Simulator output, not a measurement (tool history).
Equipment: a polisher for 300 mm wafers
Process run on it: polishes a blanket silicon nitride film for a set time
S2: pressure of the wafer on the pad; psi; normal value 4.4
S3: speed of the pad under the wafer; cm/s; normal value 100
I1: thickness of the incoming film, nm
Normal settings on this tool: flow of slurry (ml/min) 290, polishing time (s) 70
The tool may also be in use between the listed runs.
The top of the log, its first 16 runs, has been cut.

Run 17, hour 200.4: usual settings; I1 511.8. Result: film removed (nm) 131.5.
Run 18, hour 214.3: usual settings but flow of slurry (ml/min) 380, polishing time (s) 60; I1 521.8. Result: film removed (nm) 117.6.
At hour 217.6: head pressure recalibrated.
Run 19, hour 232.2: usual settings but flow of slurry (ml/min) 220, S2 3.7 psi, S3 116 cm/s, polishing time (s) 90; I1 521.3. Result: film removed (nm) 188.9.
Run 20, hour 239.8: usual settings but S2 3.0 psi, S3 88 cm/s; I1 518.6. Result: film removed (nm) 96.3.
Run 21, hour 246.2: usual settings but flow of slurry (ml/min) 220, S2 3.7 psi, S3 116 cm/s, polishing time (s) 90; I1 523.3. Result: film removed (nm) 181.5.
Run 22, hour 256.9: usual settings; I1 515.3. Result: film removed (nm) 153.0.
Run 23, hour 266.6: usual settings but S2 3.1 psi, S3 82 cm/s; I1 524.6. Result: film removed (nm) 91.1.
Run 24, hour 278.5: usual settings but S2 3.6 psi, S3 84 cm/s; I1 514.8. Result: film removed (nm) 109.6.
At hour 286.1: worn pad replaced by a new one.
Run 25, hour 295.6: usual settings but flow of slurry (ml/min) 255, S3 114 cm/s, polishing time (s) 82; I1 521.0. Result: film removed (nm) 200.3.
Run 26, hour 310.6: usual settings but flow of slurry (ml/min) 375; I1 529.8. Result: film removed (nm) 157.2.
At hour 320.1: slurry nozzle cleaned.
Run 27, hour 327.7: usual settings but flow of slurry (ml/min) 355, S2 5.9 psi, S3 134 cm/s, polishing time (s) 81; I1 516.8. Result: film removed (nm) 301.5.
Run 28, hour 344.5: usual settings but S2 5.7 psi; I1 519.3. Result: film removed (nm) 187.6.
Run 29, hour 386.7: usual settings but flow of slurry (ml/min) 370, S2 5.0 psi, S3 132 cm/s; I1 515.0. Result: film removed (nm) 206.1.
At hour 393.2: worn pad replaced by a new one.
Run 30, hour 421.1: usual settings; I1 513.7. Result: film removed (nm) 148.9.

The next listed run, before its measurement:
Run 31, hour 438.2: usual settings; I1 519.2. Result: film removed (nm) ?.

Run 31 yielded film removed (nm) 142.9.
Minus the tool's unlogged condition, the same run would have read film removed (nm) 160.4.
